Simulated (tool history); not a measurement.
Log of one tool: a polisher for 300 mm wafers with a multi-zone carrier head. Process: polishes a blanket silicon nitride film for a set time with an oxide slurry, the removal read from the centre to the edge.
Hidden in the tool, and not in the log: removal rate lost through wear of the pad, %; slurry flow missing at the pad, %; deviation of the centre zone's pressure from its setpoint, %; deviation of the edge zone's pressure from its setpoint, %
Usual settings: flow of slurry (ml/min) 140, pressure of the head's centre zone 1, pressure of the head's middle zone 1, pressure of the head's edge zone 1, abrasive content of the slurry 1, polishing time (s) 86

run	hour	flow of slurry (ml/min)	pressure of the head's centre zone	pressure of the head's middle zone	pressure of the head's edge zone	abrasive content of the slurry	polishing time (s)	wafers since the last listed run	wafers polished on this pad	hours since the slurry nozzle was cleaned	hours since the centre zone pressure was calibrated	hours since the edge zone pressure was calibrated	hours since the carrier head's membrane was replaced	incoming thickness of the incoming film, nm	film removed at the wafer's centre (Å)	film removed at mid-radius (Å)	film removed at the wafer's edge (Å)
1	0	140	1	1	1	1.15	86	0	1118	315.3	361.9	745	580	518.6	985	897	891
2	12.5	140	1	1	1	1.15	86	150	1268	327.8	374.4	757.5	592.5	525.9	999	898	916
3	27.7	140	1	1	1	1.15	86	183	1452	343	389.6	772.7	607.7	515.7	1005	895	887
# hour 34.5: worn pad replaced by a new one
4	61.7	140	1	1	1	1.05	86	361	328	377	423.6	806.7	641.7	525.1	975	872	862
# hour 64.5: edge zone pressure recalibrated
5	83.2	140	1	1	1	1.05	86	235	563	398.5	445.1	18.7	663.2	511.6	948	849	857
6	103.4	140	1	1	1	1	86	243	806	418.7	465.3	38.9	683.4	526.1	934	833	849
7	124.2	140	1	1	1	1	86	250	1057	439.5	486.1	59.7	704.2	524.2	932	842	852
8	140.9	140	1	1	1	1	86	201	1259	456.2	502.8	76.4	720.9	520.5	935	842	838
# hour 155.9: slurry nozzle cleaned
9	162.6	140	1	1.03	1	1	86	249	1508	6.7	524.5	98.1	742.6	529.2	941	855	841
# hour 171.6: centre zone pressure recalibrated
# hour 174.9: worn pad replaced by a new one
10	186.5	115	1	1	1	1	115	224	140	30.6	14.9	122	766.5	528.1	1097	1084	1083
11	209.8	140	1.11	1	1	1	86	280	421	53.9	38.2	145.3	789.8	523.8	964	847	847
12	232.5	140	1	1	1	1	86	273	695	76.6	60.9	168	812.5	517.9	886	847	836
13	264.3	140	1	0.93	1	1.1	86	383	1078	108.4	92.7	199.8	844.3	519.9	926	829	887
14	280.5	140	1	1	1	1	86	195	1273	124.6	108.9	216	860.5	523.1	898	847	848
# hour 289.1: worn pad replaced by a new one
# hour 317.8: carrier head's membrane replaced by a new one
15	318.3	155	1	0.94	0.97	1	70	347	292	162.4	146.7	253.8	0.5	527.8	752	660	679
16	338.5	105	1	1	1.11	1	86	243	536	182.6	166.9	274	20.7	520.7	853	789	846
17	353.1	140	1	0.89	1	1	86	176	712	197.2	181.5	288.6	35.3	514.5	924	762	842
18	387.3	140	1	1	1	1	86	412	1124	231.4	215.7	322.8	69.5	508.6	918	841	836
19	401.7	140	1	1	1	1	86	173	1298	245.8	230.1	337.2	83.9	521	925	841	836
# hour 410.7: worn pad replaced by a new one
20	436.5	140	1	1.1	1	1	86	371	311	280.6	264.9	372	118.7	522.5	949	913	844
21	471.3	140	1	1	1	1.15	86	419	731	315.4	299.7	406.8	153.5	519.1	980	886	890
22	495.3	140	1.09	1	0.91	1.1	86	289	1020	339.4	323.7	430.8	177.5	510.4	1067	876	835

How the hidden state differs across the entries between the runs, from the last listed run before each to the first after it:
Between runs 3 and 4: worn pad replaced by a new one (hour 34.5)
  deviation of the centre zone's pressure from its setpoint, %: 9.81 -> 10.1
  measured less the result without the state, film removed at the wafer's centre (Å): +91 -> +90
Between runs 4 and 5: edge zone pressure recalibrated (hour 64.5)
  deviation of the centre zone's pressure from its setpoint, %: 10.1 -> 10.2
  measured less the result without the state, film removed at the wafer's centre (Å): +90 -> +89
Between runs 8 and 9: slurry nozzle cleaned (hour 155.9)
  deviation of the centre zone's pressure from its setpoint, %: 10.6 -> 10.7
  measured less the result without the state, film removed at the wafer's centre (Å): +90 -> +91
Between runs 9 and 10: centre zone pressure recalibrated (hour 171.6); worn pad replaced by a new one (hour 174.9)
  deviation of the centre zone's pressure from its setpoint, %: 10.7 -> 1.02
  measured less the result without the state, film removed at the wafer's centre (Å): +91 -> +11
Between runs 14 and 15: worn pad replaced by a new one (hour 289.1); carrier head's membrane replaced by a new one (hour 317.8)
  deviation of the centre zone's pressure from its setpoint, %: 5.4 -> 6.66
  measured less the result without the state, film removed at the wafer's centre (Å): +46 -> +47
Between runs 19 and 20: worn pad replaced by a new one (hour 410.7)
  deviation of the centre zone's pressure from its setpoint, %: 8.73 -> 9.37
  measured less the result without the state, film removed at the wafer's centre (Å): +75 -> +82
